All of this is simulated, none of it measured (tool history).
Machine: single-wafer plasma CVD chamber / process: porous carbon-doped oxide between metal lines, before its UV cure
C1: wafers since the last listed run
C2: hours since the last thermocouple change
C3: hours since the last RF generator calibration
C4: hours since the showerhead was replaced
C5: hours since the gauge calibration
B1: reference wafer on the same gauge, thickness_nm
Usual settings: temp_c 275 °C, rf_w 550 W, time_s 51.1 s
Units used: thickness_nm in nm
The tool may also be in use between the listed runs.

{"run": 1, "hour": 0.0, "temp_c": 275, "rf_w": 550, "time_s": 51.1, "C1": 0, "C2": 1132.9, "C3": 580.1, "C4": 7195.2, "C5": 666.8, "B1": 274.109, "thickness_nm": 332.397}
{"run": 2, "hour": 47.7, "temp_c": 275, "rf_w": 550, "time_s": 51.1, "C1": 1031, "C2": 1180.6, "C3": 627.8, "C4": 7242.9, "C5": 714.5, "B1": 274.086, "thickness_nm": 328.842}
{"run": 3, "hour": 141.2, "temp_c": 275, "rf_w": 550, "time_s": 51.1, "C1": 2022, "C2": 1274.1, "C3": 721.3, "C4": 7336.4, "C5": 808.0, "B1": 274.179, "thickness_nm": 326.805}
{"run": 4, "hour": 206.3, "temp_c": 275, "rf_w": 550, "time_s": 51.1, "C1": 1408, "C2": 1339.2, "C3": 786.4, "C4": 7401.5, "C5": 873.1, "B1": 274.172, "thickness_nm": 324.122}
{"run": 5, "hour": 303.1, "temp_c": 275, "rf_w": 550, "time_s": 51.1, "C1": 2093, "C2": 1436.0, "C3": 883.2, "C4": 7498.3, "C5": 969.9, "B1": 274.262, "thickness_nm": 329.675}
{"run": 6, "hour": 403.8, "temp_c": 275, "rf_w": 550, "time_s": 51.1, "C1": 2178, "C2": 1536.7, "C3": 983.9, "C4": 7599.0, "C5": 1070.6, "B1": 274.145, "thickness_nm": 322.485}
{"hour": 582.3, "done": "showerhead replaced"}
{"hour": 643.3, "done": "RF generator calibrated"}
{"run": 7, "hour": 647.5, "temp_c": 275, "rf_w": 550, "time_s": 51.1, "C1": 4925, "C2": 1780.4, "C3": 4.2, "C4": 65.2, "C5": 1314.3, "B1": 273.837, "thickness_nm": 336.384}
{"run": 8, "hour": 737.0, "temp_c": 275, "rf_w": 550, "time_s": 51.1, "C1": 1936, "C2": 1869.9, "C3": 93.7, "C4": 154.7, "C5": 1403.8, "B1": 273.861, "thickness_nm": 338.289}
{"run": 9, "hour": 823.7, "temp_c": 281, "rf_w": 485, "time_s": 56.1, "C1": 1875, "C2": 1956.6, "C3": 180.4, "C4": 241.4, "C5": 1490.5, "B1": 274.277, "thickness_nm": 332.876}
{"run": 10, "hour": 868.1, "temp_c": 275, "rf_w": 490, "time_s": 51.1, "C1": 960, "C2": 2001.0, "C3": 224.8, "C4": 285.8, "C5": 1534.9, "B1": 274.122, "thickness_nm": 320.683}
{"hour": 907.7, "done": "gauge calibrated"}
{"run": 11, "hour": 964.4, "temp_c": 280, "rf_w": 475, "time_s": 42.4, "C1": 2083, "C2": 2097.3, "C3": 321.1, "C4": 382.1, "C5": 56.7, "B1": 273.786, "thickness_nm": 253.55}
{"run": 12, "hour": 1044.7, "temp_c": 275, "rf_w": 550, "time_s": 51.1, "C1": 1737, "C2": 2177.6, "C3": 401.4, "C4": 462.4, "C5": 137.0, "B1": 274.169, "thickness_nm": 336.455}
{"hour": 1129.9, "done": "thermocouple changed; heater temperature recalibrated"}
{"run": 13, "hour": 1143.4, "temp_c": 283, "rf_w": 515, "time_s": 48.3, "C1": 1962, "C2": 13.5, "C3": 500.1, "C4": 561.1, "C5": 235.7, "B1": 273.701, "thickness_nm": 281.908}
{"run": 14, "hour": 1227.8, "temp_c": 275, "rf_w": 550, "time_s": 51.1, "C1": 1825, "C2": 97.9, "C3": 584.5, "C4": 645.5, "C5": 320.1, "B1": 274.076, "thickness_nm": 326.152}
{"run": 15, "hour": 1319.7, "temp_c": 275, "rf_w": 550, "time_s": 51.1, "C1": 1987, "C2": 189.8, "C3": 676.4, "C4": 737.4, "C5": 412.0, "B1": 273.828, "thickness_nm": 321.339}

Run 16 is up next; what results do you expect?
{"run": 16, "hour": 1396.0, "temp_c": 275, "rf_w": 585, "time_s": 51.1, "C1": 1650, "C2": 266.1, "C3": 752.7, "C4": 813.7, "C5": 488.3, "B1": "?", "thickness_nm": "?"}

{"run 16": {"B1": 273.573, "thickness_nm": 331.186}}
Were there no unlogged condition in the tool, this run, its random variation unchanged, would have produced thickness_nm 342.679 nm.
